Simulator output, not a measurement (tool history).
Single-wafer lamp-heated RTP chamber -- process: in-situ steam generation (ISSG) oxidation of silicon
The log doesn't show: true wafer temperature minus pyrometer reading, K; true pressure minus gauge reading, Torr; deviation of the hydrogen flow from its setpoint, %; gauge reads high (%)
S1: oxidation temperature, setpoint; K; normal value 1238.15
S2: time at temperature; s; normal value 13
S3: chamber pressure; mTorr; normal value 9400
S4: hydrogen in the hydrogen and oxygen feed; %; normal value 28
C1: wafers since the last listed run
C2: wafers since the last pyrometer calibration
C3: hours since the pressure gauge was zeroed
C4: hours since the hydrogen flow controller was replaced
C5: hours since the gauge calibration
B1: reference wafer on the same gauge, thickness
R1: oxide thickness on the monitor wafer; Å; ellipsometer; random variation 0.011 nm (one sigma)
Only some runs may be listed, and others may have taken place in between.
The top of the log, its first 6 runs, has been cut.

{"run": 7, "hour": 93.2, "S1": 1238.15, "S2": 13, "S3": 9400, "S4": 28, "C1": 89, "C2": 1575, "C3": 4081.0, "C4": 5611.7, "C5": 210.3, "B1": 4.749, "R1": 41.89}
{"run": 8, "hour": 101.4, "S1": 1238.15, "S2": 13, "S3": 9400, "S4": 28, "C1": 111, "C2": 1686, "C3": 4089.2, "C4": 5619.9, "C5": 218.5, "B1": 4.749, "R1": 41.72}
{"run": 9, "hour": 113.7, "S1": 1238.15, "S2": 13, "S3": 9400, "S4": 28, "C1": 166, "C2": 1853, "C3": 4101.5, "C4": 5632.2, "C5": 230.8, "B1": 4.749, "R1": 41.98}
{"hour": 127.7, "done": "hydrogen flow controller replaced"}
{"run": 10, "hour": 130.0, "S1": 1238.15, "S2": 13, "S3": 9400, "S4": 28, "C1": 112, "C2": 1966, "C3": 4117.8, "C4": 2.3, "C5": 247.1, "B1": 4.753, "R1": 41.9}
{"run": 11, "hour": 147.2, "S1": 1238.15, "S2": 13, "S3": 8500, "S4": 28, "C1": 233, "C2": 2199, "C3": 4135.0, "C4": 19.5, "C5": 264.3, "B1": 4.752, "R1": 42.55}
{"run": 12, "hour": 154.0, "S1": 1238.15, "S2": 13, "S3": 9400, "S4": 28, "C1": 92, "C2": 2291, "C3": 4141.8, "C4": 26.3, "C5": 271.1, "B1": 4.746, "R1": 41.94}
{"run": 13, "hour": 163.4, "S1": 1238.15, "S2": 13, "S3": 8900, "S4": 28, "C1": 127, "C2": 2418, "C3": 4151.2, "C4": 35.7, "C5": 280.5, "B1": 4.75, "R1": 42.5}
{"run": 14, "hour": 171.3, "S1": 1249.15, "S2": 17, "S3": 10200, "S4": 22, "C1": 107, "C2": 2525, "C3": 4159.1, "C4": 43.6, "C5": 288.4, "B1": 4.749, "R1": 45.15}
{"run": 15, "hour": 215.5, "S1": 1238.15, "S2": 13, "S3": 9400, "S4": 28, "C1": 598, "C2": 3124, "C3": 4203.3, "C4": 87.8, "C5": 332.6, "B1": 4.752, "R1": 41.97}
{"hour": 229.1, "done": "pressure gauge zeroed"}
{"run": 16, "hour": 229.6, "S1": 1220.15, "S2": 9, "S3": 10000, "S4": 28, "C1": 82, "C2": 3207, "C3": 0.5, "C4": 101.9, "C5": 346.7, "B1": 4.75, "R1": 34.69}
{"run": 17, "hour": 243.4, "S1": 1238.15, "S2": 13, "S3": 9400, "S4": 28, "C1": 186, "C2": 3394, "C3": 14.3, "C4": 115.7, "C5": 360.5, "B1": 4.751, "R1": 42.25}
{"run": 18, "hour": 253.0, "S1": 1238.15, "S2": 13, "S3": 9400, "S4": 28, "C1": 130, "C2": 3524, "C3": 23.9, "C4": 125.3, "C5": 370.1, "B1": 4.749, "R1": 42.04}
{"run": 19, "hour": 265.6, "S1": 1238.15, "S2": 13, "S3": 9400, "S4": 28, "C1": 170, "C2": 3695, "C3": 36.5, "C4": 137.9, "C5": 382.7, "B1": 4.75, "R1": 42.34}
{"run": 20, "hour": 273.3, "S1": 1238.15, "S2": 13, "S3": 8500, "S4": 32, "C1": 104, "C2": 3799, "C3": 44.2, "C4": 145.6, "C5": 390.4, "B1": 4.748, "R1": 44.5}
{"hour": 280.9, "done": "gauge calibrated"}
{"run": 21, "hour": 288.2, "S1": 1230.15, "S2": 17, "S3": 9400, "S4": 28, "C1": 201, "C2": 4001, "C3": 59.1, "C4": 160.5, "C5": 7.3, "B1": 4.75, "R1": 46.1}
{"run": 22, "hour": 295.1, "S1": 1238.15, "S2": 13, "S3": 9400, "S4": 22, "C1": 93, "C2": 4094, "C3": 66.0, "C4": 167.4, "C5": 14.2, "B1": 4.752, "R1": 39.98}
{"hour": 310.4, "done": "pyrometer window cleaned and pyrometer calibrated"}
{"run": 23, "hour": 310.9, "S1": 1238.15, "S2": 9, "S3": 9400, "S4": 19, "C1": 105, "C2": 6, "C3": 81.8, "C4": 183.2, "C5": 30.0, "B1": 4.75, "R1": 32.84}
{"run": 24, "hour": 345.8, "S1": 1238.15, "S2": 15, "S3": 8300, "S4": 28, "C1": 472, "C2": 479, "C3": 116.7, "C4": 218.1, "C5": 64.9, "B1": 4.749, "R1": 44.72}
{"run": 25, "hour": 365.3, "S1": 1238.15, "S2": 13, "S3": 9400, "S4": 28, "C1": 264, "C2": 743, "C3": 136.2, "C4": 237.6, "C5": 84.4, "B1": 4.748, "R1": 41.46}
{"run": 26, "hour": 381.2, "S1": 1238.15, "S2": 9, "S3": 9400, "S4": 28, "C1": 215, "C2": 959, "C3": 152.1, "C4": 253.5, "C5": 100.3, "B1": 4.752, "R1": 36.13}
{"run": 27, "hour": 395.1, "S1": 1228.15, "S2": 13, "S3": 8100, "S4": 22, "C1": 188, "C2": 1147, "C3": 166.0, "C4": 267.4, "C5": 114.2, "B1": 4.751, "R1": 38.85}
{"run": 28, "hour": 402.4, "S1": 1238.15, "S2": 13, "S3": 9400, "S4": 28, "C1": 98, "C2": 1246, "C3": 173.3, "C4": 274.7, "C5": 121.5, "B1": 4.751, "R1": 41.65}
{"run": 29, "hour": 415.7, "S1": 1238.15, "S2": 13, "S3": 9400, "S4": 21, "C1": 180, "C2": 1426, "C3": 186.6, "C4": 288.0, "C5": 134.8, "B1": 4.749, "R1": 38.94}
{"run": 30, "hour": 425.5, "S1": 1238.15, "S2": 13, "S3": 9400, "S4": 28, "C1": 132, "C2": 1559, "C3": 196.4, "C4": 297.8, "C5": 144.6, "B1": 4.753, "R1": 41.73}
{"run": 31, "hour": 435.4, "S1": 1238.15, "S2": 13, "S3": 9400, "S4": 32, "C1": 134, "C2": 1693, "C3": 206.3, "C4": 307.7, "C5": 154.5, "B1": 4.75, "R1": 43.19}

4 ways to go on from here, each from the tool as it stands after run 31. What would each give?
{"run": "A", "hour": 435.8, "S1": 1238.15, "S2": 13, "S3": 9400, "S4": 28, "C1": 5, "C2": 1698, "C3": 206.7, "C4": 308.1, "C5": 154.9, "B1": "?", "R1": "?"}
{"run": "B", "hour": 435.8, "S1": 1245.15, "S2": 13, "S3": 9400, "S4": 28, "C1": 5, "C2": 1698, "C3": 206.7, "C4": 308.1, "C5": 154.9, "B1": "?", "R1": "?"}
{"run": "C", "hour": 435.8, "S1": 1255.15, "S2": 13, "S3": 8600, "S4": 32, "C1": 5, "C2": 1698, "C3": 206.7, "C4": 308.1, "C5": 154.9, "B1": "?", "R1": "?"}
{"run": "D", "hour": 435.8, "S1": 1252.15, "S2": 11, "S3": 8300, "S4": 23, "C1": 5, "C2": 1698, "C3": 206.7, "C4": 308.1, "C5": 154.9, "B1": "?", "R1": "?"}

run=A B1=4.751 R1=41.86
run=B B1=4.751 R1=42.72
run=C B1=4.751 R1=46.28
run=D B1=4.751 R1=39.42
Stripped of hidden state, with their random variation kept, the same runs would have yielded:
run=A R1=41.55
run=B R1=42.39
run=C R1=45.90
run=D R1=39.13
